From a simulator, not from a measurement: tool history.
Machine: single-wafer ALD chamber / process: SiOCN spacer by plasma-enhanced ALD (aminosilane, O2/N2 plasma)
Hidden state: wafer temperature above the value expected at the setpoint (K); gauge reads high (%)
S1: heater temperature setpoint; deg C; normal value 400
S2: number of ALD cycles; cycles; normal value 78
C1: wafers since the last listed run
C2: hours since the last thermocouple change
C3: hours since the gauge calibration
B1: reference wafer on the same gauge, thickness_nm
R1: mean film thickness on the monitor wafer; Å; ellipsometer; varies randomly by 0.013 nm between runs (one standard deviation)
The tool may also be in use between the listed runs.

run	hour	S1	S2	C1	C2	C3	B1	R1
1	0.0	400	70	0	681.0	195.6	5.814	47.06
# hour 7.0: gauge calibrated
2	8.3	400	70	35	689.3	1.3	5.818	47.15
3	24.6	392	78	70	705.6	17.6	5.813	52.41
4	34.3	412	90	41	715.3	27.3	5.811	58.31
5	50.6	400	78	70	731.6	43.6	5.819	52.53
6	64.4	400	78	59	745.4	57.4	5.807	52.42
7	72.3	400	78	34	753.3	65.3	5.816	52.51
8	112.4	400	78	172	793.4	105.4	5.816	52.75
9	123.6	400	88	48	804.6	116.6	5.811	59.23
10	131.7	400	88	34	812.7	124.7	5.812	59.25
11	143.8	400	88	52	824.8	136.8	5.816	59.14
12	150.2	400	84	27	831.2	143.2	5.806	56.60
13	163.8	400	84	58	844.8	156.8	5.816	56.40
14	175.4	404	78	49	856.4	168.4	5.806	51.83
15	190.1	408	93	63	871.1	183.1	5.809	61.23
# hour 199.0: gauge calibrated
16	199.3	390	65	39	880.3	0.3	5.808	43.72
# hour 216.5: thermocouple changed; heater temperature recalibrated
17	217.0	407	78	41	0.5	18.0	5.807	51.47
18	226.8	413	63	42	10.3	27.8	5.806	41.03
19	244.5	400	73	76	28.0	45.5	5.811	49.00
20	261.5	394	65	73	45.0	62.5	5.816	43.72
21	279.2	400	64	76	62.7	80.2	5.814	42.98
22	296.4	406	78	74	79.9	97.4	5.812	51.51
23	305.6	400	78	39	89.1	106.6	5.814	52.29
24	313.8	400	78	35	97.3	114.8	5.804	52.58
25	326.5	404	68	54	110.0	127.5	5.812	45.24
26	338.9	394	63	53	122.4	139.9	5.813	42.28
27	348.7	404	87	42	132.2	149.7	5.815	57.89
28	356.3	400	70	32	139.8	157.3	5.819	47.07
29	366.1	389	78	42	149.6	167.1	5.808	52.50

Alternative continuations, all from the tool just after run 29; predict every row:
A	366.7	409	78	2	150.2	167.7	?	?
B	366.7	405	83	2	150.2	167.7	?	?
C	366.7	413	87	2	150.2	167.7	?	?

run	B1	R1
A	5.819	51.09
B	5.819	54.96
C	5.819	56.36
With no hidden state in the tool, these same runs would have given:
run	R1
A	51.09
B	54.96
C	56.36
